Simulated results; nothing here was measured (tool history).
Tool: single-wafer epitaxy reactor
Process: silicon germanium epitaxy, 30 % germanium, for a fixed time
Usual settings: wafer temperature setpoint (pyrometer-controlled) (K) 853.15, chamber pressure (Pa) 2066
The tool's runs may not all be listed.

run   hour  wafer temperature setpoint (pyrometer-controlled) (K)  chamber pressure (Pa)  wafers since the last listed run  hours since the last pyrometer calibration  hours since the last manometer calibration  hours since the showerhead was replaced  hours since the gauge calibration  read-back reference wafer on the same gauge, thickness_nm  mean film thickness on the monitor wafer (nm)
  1      0                                                 853.15                   2066                                 0                                      1725.4                                      1314.6                                   5870.6                              933.4                                                     42.825                                         39.956
  2   56.3                                                 853.15                   2066                              1354                                      1781.7                                      1370.9                                   5926.9                              989.7                                                     42.785                                         40.247
  3  119.9                                                 853.15                   1867                              1530                                      1845.3                                      1434.5                                   5990.5                             1053.3                                                     42.792                                         38.533
  4  155.5                                                 853.15                   2066                               856                                      1880.9                                      1470.1                                   6026.1                             1088.9                                                     42.829                                         40.484
  5  180.3                                                 853.15                   2066                               596                                      1905.7                                      1494.9                                   6050.9                             1113.7                                                     42.769                                         40.797
  6  249.9                                                 853.15                   1680                              1674                                      1975.3                                      1564.5                                   6120.5                             1183.3                                                     42.784                                         36.963
  7  314.3                                                 853.15                   1680                              1549                                      2039.7                                      1628.9                                   6184.9                             1247.7                                                     42.822                                         36.856
     371.7  -- gauge calibrated
     387.2  -- capacitance manometer re-zeroed and calibrated
  8  432.1                                                 853.15                   1680                              2642                                      2157.5                                        44.9                                   6302.7                               60.4                                                     42.809                                         37.257
  9  486.1                                                 858.15                   1667                              1299                                      2211.5                                        98.9                                   6356.7                              114.4                                                     42.779                                         40.708
 10    538                                                 857.15                   2066                              1249                                      2263.4                                       150.8                                   6408.6                              166.3                                                     42.802                                         44.678
     546.6  -- pyrometer calibrated
 11  615.7                                                 848.15                   2533                              1677                                        69.1                                       228.5                                   6486.3                                244                                                     42.816                                          38.09

Run 12 comes next. What will it give?
 12  676.7                                                 853.15                   2066                              1468                                       130.1                                       289.5                                   6547.3                                305                                                          ?                                              ?

Run 12 gave read-back reference wafer on the same gauge, thickness_nm 42.805, mean film thickness on the monitor wafer (nm) 37.85.
Without the tool's hidden state the same run would have given mean film thickness on the monitor wafer (nm) 37.299.

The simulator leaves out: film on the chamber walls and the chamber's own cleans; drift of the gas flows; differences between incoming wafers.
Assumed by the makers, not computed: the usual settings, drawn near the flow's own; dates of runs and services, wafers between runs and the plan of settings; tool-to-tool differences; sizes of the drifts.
